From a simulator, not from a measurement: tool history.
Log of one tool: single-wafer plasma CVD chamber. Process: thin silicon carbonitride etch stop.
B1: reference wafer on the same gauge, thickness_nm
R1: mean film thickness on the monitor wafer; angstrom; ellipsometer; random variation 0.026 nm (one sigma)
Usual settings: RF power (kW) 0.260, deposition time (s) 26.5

run 1 day=0.000 | RF_power_(kW)=0.260 deposition_time_(s)=24.0 | B1=16.611 | R1=126.03
run 2 day=0.312 | RF_power_(kW)=0.245 deposition_time_(s)=26.5 | B1=16.596 | R1=136.98
run 3 day=0.750 | RF_power_(kW)=0.245 deposition_time_(s)=26.5 | B1=16.597 | R1=136.71
-- day=1.479 showerhead replaced
run 4 day=1.500 | RF_power_(kW)=0.245 deposition_time_(s)=26.5 | B1=16.598 | R1=136.75
run 5 day=1.750 | RF_power_(kW)=0.260 deposition_time_(s)=26.5 | B1=16.599 | R1=138.70
run 6 day=2.312 | RF_power_(kW)=0.260 deposition_time_(s)=26.5 | B1=16.594 | R1=139.58
-- day=2.904 thermocouple changed; heater temperature recalibrated
run 7 day=2.925 | RF_power_(kW)=0.260 deposition_time_(s)=26.5 | B1=16.605 | R1=138.83
run 8 day=3.504 | RF_power_(kW)=0.260 deposition_time_(s)=26.5 | B1=16.587 | R1=138.79
run 9 day=3.988 | RF_power_(kW)=0.290 deposition_time_(s)=22.6 | B1=16.606 | R1=121.98
-- day=4.342 RF generator calibrated
run 10 day=4.683 | RF_power_(kW)=0.260 deposition_time_(s)=25.2 | B1=16.599 | R1=135.39
run 11 day=5.275 | RF_power_(kW)=0.275 deposition_time_(s)=26.5 | B1=16.607 | R1=144.71
run 12 day=5.704 | RF_power_(kW)=0.260 deposition_time_(s)=26.5 | B1=16.588 | R1=142.17
run 13 day=6.362 | RF_power_(kW)=0.285 deposition_time_(s)=25.1 | B1=16.615 | R1=138.19
run 14 day=7.000 | RF_power_(kW)=0.215 deposition_time_(s)=31.6 | B1=16.593 | R1=161.28
-- day=7.683 gauge calibrated
run 15 day=7.750 | RF_power_(kW)=0.260 deposition_time_(s)=26.5 | B1=16.604 | R1=142.57
run 16 day=8.108 | RF_power_(kW)=0.280 deposition_time_(s)=22.5 | B1=16.596 | R1=123.23
run 17 day=8.825 | RF_power_(kW)=0.260 deposition_time_(s)=26.5 | B1=16.597 | R1=141.84
run 18 day=9.712 | RF_power_(kW)=0.235 deposition_time_(s)=26.5 | B1=16.586 | R1=138.37
run 19 day=10.288 | RF_power_(kW)=0.260 deposition_time_(s)=26.5 | B1=16.607 | R1=142.03
run 20 day=10.862 | RF_power_(kW)=0.260 deposition_time_(s)=26.5 | B1=16.590 | R1=142.41
run 21 day=11.196 | RF_power_(kW)=0.280 deposition_time_(s)=26.5 | B1=16.589 | R1=145.18
run 22 day=11.608 | RF_power_(kW)=0.235 deposition_time_(s)=23.4 | B1=16.616 | R1=122.30
run 23 day=11.892 | RF_power_(kW)=0.245 deposition_time_(s)=26.5 | B1=16.589 | R1=140.37
run 24 day=12.533 | RF_power_(kW)=0.260 deposition_time_(s)=28.7 | B1=16.580 | R1=153.77
run 25 day=13.188 | RF_power_(kW)=0.260 deposition_time_(s)=26.5 | B1=16.606 | R1=142.16
run 26 day=13.458 | RF_power_(kW)=0.285 deposition_time_(s)=28.4 | B1=16.606 | R1=155.79
run 27 day=13.879 | RF_power_(kW)=0.260 deposition_time_(s)=26.5 | B1=16.597 | R1=141.59
run 28 day=14.196 | RF_power_(kW)=0.260 deposition_time_(s)=22.7 | B1=16.602 | R1=121.60
run 29 day=14.679 | RF_power_(kW)=0.225 deposition_time_(s)=21.6 | B1=16.590 | R1=111.04
run 30 day=15.338 | RF_power_(kW)=0.300 deposition_time_(s)=23.7 | B1=16.597 | R1=131.90
run 31 day=15.962 | RF_power_(kW)=0.225 deposition_time_(s)=29.8 | B1=16.588 | R1=153.99
run 32 day=16.983 | RF_power_(kW)=0.240 deposition_time_(s)=29.5 | B1=16.596 | R1=154.86
run 33 day=17.442 | RF_power_(kW)=0.215 deposition_time_(s)=23.0 | B1=16.591 | R1=116.72
run 34 day=18.146 | RF_power_(kW)=0.220 deposition_time_(s)=21.7 | B1=16.594 | R1=110.80
run 35 day=18.758 | RF_power_(kW)=0.280 deposition_time_(s)=21.9 | B1=16.592 | R1=119.33
run 36 day=19.300 | RF_power_(kW)=0.260 deposition_time_(s)=26.5 | B1=16.620 | R1=142.00

The tool's hidden state at each run:
wafer temperature above the value expected at the setpoint (K): 0 in every run
gauge reads high (%): 0 in every run
H1: delivered RF power above the setpoint (%)
run=1 H1=-9.33
run=2 H1=-9.36
run=3 H1=-9.42
run=4 H1=-9.51
run=5 H1=-9.54
run=6 H1=-9.61
run=7 H1=-9.68
run=8 H1=-9.75
run=9 H1=-9.81
run=10 H1=-1.09
run=11 H1=-1.16
run=12 H1=-1.22
run=13 H1=-1.3
run=14 H1=-1.37
run=15 H1=-1.46
run=16 H1=-1.51
run=17 H1=-1.6
run=18 H1=-1.7
run=19 H1=-1.77
run=20 H1=-1.84
run=21 H1=-1.88
run=22 H1=-1.93
run=23 H1=-1.97
run=24 H1=-2.05
run=25 H1=-2.12
run=26 H1=-2.16
run=27 H1=-2.21
run=28 H1=-2.25
run=29 H1=-2.31
run=30 H1=-2.39
run=31 H1=-2.46
run=32 H1=-2.59
run=33 H1=-2.64
run=34 H1=-2.73
run=35 H1=-2.8
run=36 H1=-2.87

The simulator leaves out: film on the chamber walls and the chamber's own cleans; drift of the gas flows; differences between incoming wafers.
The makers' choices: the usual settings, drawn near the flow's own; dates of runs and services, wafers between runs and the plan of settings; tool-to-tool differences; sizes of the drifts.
